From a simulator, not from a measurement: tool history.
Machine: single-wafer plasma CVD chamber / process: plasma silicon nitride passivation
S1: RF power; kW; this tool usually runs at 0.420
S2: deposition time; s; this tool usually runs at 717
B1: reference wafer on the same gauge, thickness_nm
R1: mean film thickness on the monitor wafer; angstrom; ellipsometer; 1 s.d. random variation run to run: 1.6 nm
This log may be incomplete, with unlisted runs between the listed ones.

run,hour,S1,S2,B1,R1
1,0.0,0.420,717,1130.064,10689.19
2,16.4,0.440,803,1130.061,12077.02
3,44.3,0.420,717,1129.892,10640.67
4,53.0,0.355,717,1129.812,10207.87
5,69.7,0.355,717,1130.216,10196.18
6,76.2,0.420,753,1130.456,11217.06
7,88.0,0.420,717,1130.500,10688.61
8,96.8,0.420,717,1130.158,10661.68
9,104.8,0.420,717,1129.845,10681.60
10,118.5,0.370,717,1130.280,10332.65
11,125.2,0.420,717,1129.713,10664.05
12,137.0,0.420,717,1129.872,10657.20
13,148.5,0.400,688,1130.086,10128.30
14,156.0,0.400,688,1129.807,10090.59
15,163.4,0.380,679,1129.347,9844.55
16,172.2,0.420,617,1130.340,9424.68
17,180.0,0.420,617,1129.681,9396.57
18,213.8,0.420,717,1130.095,10942.88
19,225.8,0.420,717,1130.083,10893.95
20,231.8,0.390,651,1130.350,9721.82
21,239.3,0.420,717,1130.000,10909.90
22,246.0,0.420,717,1129.958,10893.39
23,261.7,0.420,785,1130.153,11916.50
24,270.5,0.500,830,1129.721,13255.04
25,283.2,0.350,717,1129.504,10358.13
26,294.0,0.340,717,1130.234,10325.87
27,308.5,0.350,625,1130.043,9047.72
28,318.0,0.360,717,1129.803,10469.35
29,327.3,0.355,591,1130.417,8574.82
30,334.3,0.370,810,1129.727,11882.88
31,343.7,0.345,576,1129.968,8297.94
32,353.0,0.380,717,1129.884,10628.96
33,369.9,0.365,803,1130.255,11760.53
34,381.8,0.385,574,1129.783,8507.90
35,389.0,0.340,802,1130.147,11497.55
36,403.7,0.420,717,1130.003,10839.77
37,420.7,0.420,717,1129.724,10867.52
38,434.8,0.355,717,1130.161,10370.82
39,451.4,0.420,717,1129.919,10845.90
40,468.7,0.420,592,1129.926,8965.78
41,479.8,0.420,854,1130.071,12910.21
42,493.7,0.340,620,1130.139,8869.85
43,510.3,0.420,717,1129.601,10854.70

Put back what was entered between runs (3 entries, withheld): which listed runs does each sit between, and how does the hidden state differ from the listed run before to the listed run after?
Run 15 -> run 16: RF generator calibrated (hour 171.7)
  delivered RF power above the setpoint (%): -9.26 -> -0.719
  measured result minus the result with no hidden state, R1: -259.72 -> -18.33 angstrom
Run 17 -> run 18: gauge calibrated (hour 206.7)
  delivered RF power above the setpoint (%): -0.807 -> -1.18
  measured result minus the result with no hidden state, R1: -20.52 -> -34.92 angstrom
Run 24 -> run 25: showerhead replaced (hour 282.7)
  delivered RF power above the setpoint (%): -1.76 -> -1.88
  measured result minus the result with no hidden state, R1: -63.49 -> -53.18 angstrom
